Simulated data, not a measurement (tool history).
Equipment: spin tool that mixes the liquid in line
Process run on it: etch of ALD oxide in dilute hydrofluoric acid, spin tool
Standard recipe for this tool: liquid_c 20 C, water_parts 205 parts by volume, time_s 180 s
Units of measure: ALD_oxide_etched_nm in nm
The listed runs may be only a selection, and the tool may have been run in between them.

run   hour  liquid_c  water_parts  time_s  read-back film thickness of the ALD oxide reference wafer, read on the same gauge (nm)  ALD_oxide_etched_nm
  1      0        20          205     180                                                                                  110.65                 6.65
  2   29.5        20          205     180                                                                                   110.8                 6.66
  3   64.6        20          205     180                                                                                  110.96                 6.63
  4   88.5        20          205     180                                                                                  111.05                 6.64
  5  104.5        20          205     180                                                                                  111.11                 6.64
  6  130.8        20          205     180                                                                                  111.23                 6.66
  7  153.4        20          125     150                                                                                  111.35                 9.89
  8  181.2        20          205     180                                                                                  111.47                 6.68
  9  215.9        20          205     180                                                                                  111.62                 6.68
 10  230.4        20          205     115                                                                                  111.72                 4.28
       238  -- gauge calibrated
 11  254.9        20          205     180                                                                                  110.23                 6.61
 12  272.3        20          205      95                                                                                   110.3                 3.49
     292.6  -- hydrofluoric acid flow meter replaced
 13  302.5        20          150     180                                                                                  110.43                 9.55
     316.8  -- thermometer replaced
 14  322.7      22.5          130     250                                                                                  110.53                17.19
 15    348        22          295     180                                                                                  110.65                 4.53
 16  363.9        20          205     180                                                                                   110.7                 6.61
 17  388.2        20          205     180                                                                                  110.79                 6.66
 18  407.1      17.5          205     180                                                                                  110.87                 5.99
 19  425.1        23          205     180                                                                                  110.96                 7.41
 20  443.7        20          125     240                                                                                  111.07                15.73
 21  458.2        20          205     180                                                                                  111.07                 6.62
 22  483.1      18.5          170     180                                                                                  111.22                  7.8
 23  510.8        20          205     180                                                                                  111.35                 6.62
 24  543.5      17.5          140     180                                                                                  111.52                  9.4
 25  567.7        20          205     180                                                                                  111.55                 6.63
 26  593.2        17          205     270                                                                                  111.73                 8.89

Here are 4 independent what-if runs from the current tool condition. What would each one return?
  A  593.7        20          205     180                                                                                       ?                    ?
  B  593.7        17          155     230                                                                                       ?                    ?
  C  593.7        23          260     120                                                                                       ?                    ?
  D  593.7        20          240     115                                                                                       ?                    ?

run  read-back film thickness of the ALD oxide reference wafer, read on the same gauge (nm)  ALD_oxide_etched_nm
  A                                                                                  111.75                 6.69
  B                                                                                  111.75                10.54
  C                                                                                  111.75                 3.73
  D                                                                                  111.75                 3.53
Had the tool no hidden state, the same runs would have come out as:
run  ALD_oxide_etched_nm
  A                 6.59
  B                10.38
  C                 3.67
  D                 3.48
